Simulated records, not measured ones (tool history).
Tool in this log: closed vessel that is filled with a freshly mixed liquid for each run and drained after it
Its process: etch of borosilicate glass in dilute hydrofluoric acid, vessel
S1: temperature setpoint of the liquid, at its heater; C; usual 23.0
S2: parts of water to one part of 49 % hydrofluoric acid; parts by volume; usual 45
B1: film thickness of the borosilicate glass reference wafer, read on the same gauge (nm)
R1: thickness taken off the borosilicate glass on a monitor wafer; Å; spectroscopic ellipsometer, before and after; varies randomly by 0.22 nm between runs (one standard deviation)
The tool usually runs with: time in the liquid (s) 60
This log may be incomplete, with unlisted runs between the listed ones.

{"run": 1, "day": 0.0, "S1": 23.0, "S2": 45, "time in the liquid (s)": 60, "B1": 109.98, "R1": 461.0}
{"run": 2, "day": 2.283, "S1": 23.0, "S2": 45, "time in the liquid (s)": 60, "B1": 110.04, "R1": 461.1}
{"run": 3, "day": 3.779, "S1": 23.0, "S2": 45, "time in the liquid (s)": 60, "B1": 110.02, "R1": 464.6}
{"run": 4, "day": 4.908, "S1": 23.0, "S2": 45, "time in the liquid (s)": 60, "B1": 109.95, "R1": 465.8}
{"run": 5, "day": 7.396, "S1": 23.0, "S2": 45, "time in the liquid (s)": 60, "B1": 110.01, "R1": 461.0}
{"day": 7.708, "done": "hydrofluoric acid flow meter replaced"}
{"run": 6, "day": 10.058, "S1": 23.0, "S2": 45, "time in the liquid (s)": 60, "B1": 110.02, "R1": 464.0}
{"run": 7, "day": 17.229, "S1": 23.0, "S2": 45, "time in the liquid (s)": 60, "B1": 109.99, "R1": 464.7}
{"run": 8, "day": 19.996, "S1": 23.0, "S2": 45, "time in the liquid (s)": 60, "B1": 110.03, "R1": 458.7}
{"run": 9, "day": 21.025, "S1": 23.0, "S2": 45, "time in the liquid (s)": 60, "B1": 110.03, "R1": 461.1}
{"run": 10, "day": 22.1, "S1": 23.0, "S2": 45, "time in the liquid (s)": 60, "B1": 109.97, "R1": 461.6}
{"run": 11, "day": 24.771, "S1": 25.5, "S2": 45, "time in the liquid (s)": 60, "B1": 110.03, "R1": 514.1}
{"run": 12, "day": 27.658, "S1": 20.0, "S2": 45, "time in the liquid (s)": 80, "B1": 109.98, "R1": 540.3}
{"run": 13, "day": 29.575, "S1": 23.0, "S2": 45, "time in the liquid (s)": 60, "B1": 109.97, "R1": 462.3}
{"run": 14, "day": 30.921, "S1": 23.0, "S2": 45, "time in the liquid (s)": 60, "B1": 110.0, "R1": 460.6}
{"run": 15, "day": 32.9, "S1": 23.0, "S2": 45, "time in the liquid (s)": 60, "B1": 109.98, "R1": 464.1}
{"day": 33.129, "done": "gauge calibrated"}
{"run": 16, "day": 35.704, "S1": 23.0, "S2": 45, "time in the liquid (s)": 60, "B1": 110.05, "R1": 462.0}
{"run": 17, "day": 38.133, "S1": 20.0, "S2": 60, "time in the liquid (s)": 75, "B1": 110.02, "R1": 377.0}
{"day": 38.925, "done": "thermometer replaced"}
{"run": 18, "day": 39.442, "S1": 23.0, "S2": 35, "time in the liquid (s)": 30, "B1": 110.01, "R1": 304.8}
{"run": 19, "day": 41.821, "S1": 23.0, "S2": 35, "time in the liquid (s)": 30, "B1": 109.97, "R1": 303.8}
{"run": 20, "day": 43.354, "S1": 23.0, "S2": 45, "time in the liquid (s)": 60, "B1": 110.03, "R1": 465.0}
{"day": 45.383, "done": "hydrofluoric acid flow meter replaced"}
{"run": 21, "day": 45.779, "S1": 23.0, "S2": 30, "time in the liquid (s)": 40, "B1": 110.04, "R1": 470.1}
{"run": 22, "day": 48.592, "S1": 26.5, "S2": 45, "time in the liquid (s)": 60, "B1": 110.0, "R1": 533.5}
{"run": 23, "day": 55.133, "S1": 23.0, "S2": 55, "time in the liquid (s)": 60, "B1": 110.01, "R1": 374.2}
{"run": 24, "day": 57.083, "S1": 24.5, "S2": 45, "time in the liquid (s)": 50, "B1": 109.95, "R1": 412.2}
{"run": 25, "day": 58.467, "S1": 23.0, "S2": 45, "time in the liquid (s)": 60, "B1": 110.01, "R1": 459.3}
{"run": 26, "day": 60.742, "S1": 18.0, "S2": 60, "time in the liquid (s)": 60, "B1": 109.98, "R1": 275.9}
{"run": 27, "day": 62.204, "S1": 27.0, "S2": 50, "time in the liquid (s)": 70, "B1": 110.0, "R1": 564.8}

Run 28 has not been measured yet. What should we expect?
{"run": 28, "day": 65.033, "S1": 23.0, "S2": 45, "time in the liquid (s)": 60, "B1": "?", "R1": "?"}

{"run 28": {"B1": 110.01, "R1": 458.1}}
If the tool had no hidden condition, the same run with the same run-to-run variation would have returned R1 458.1 Å.
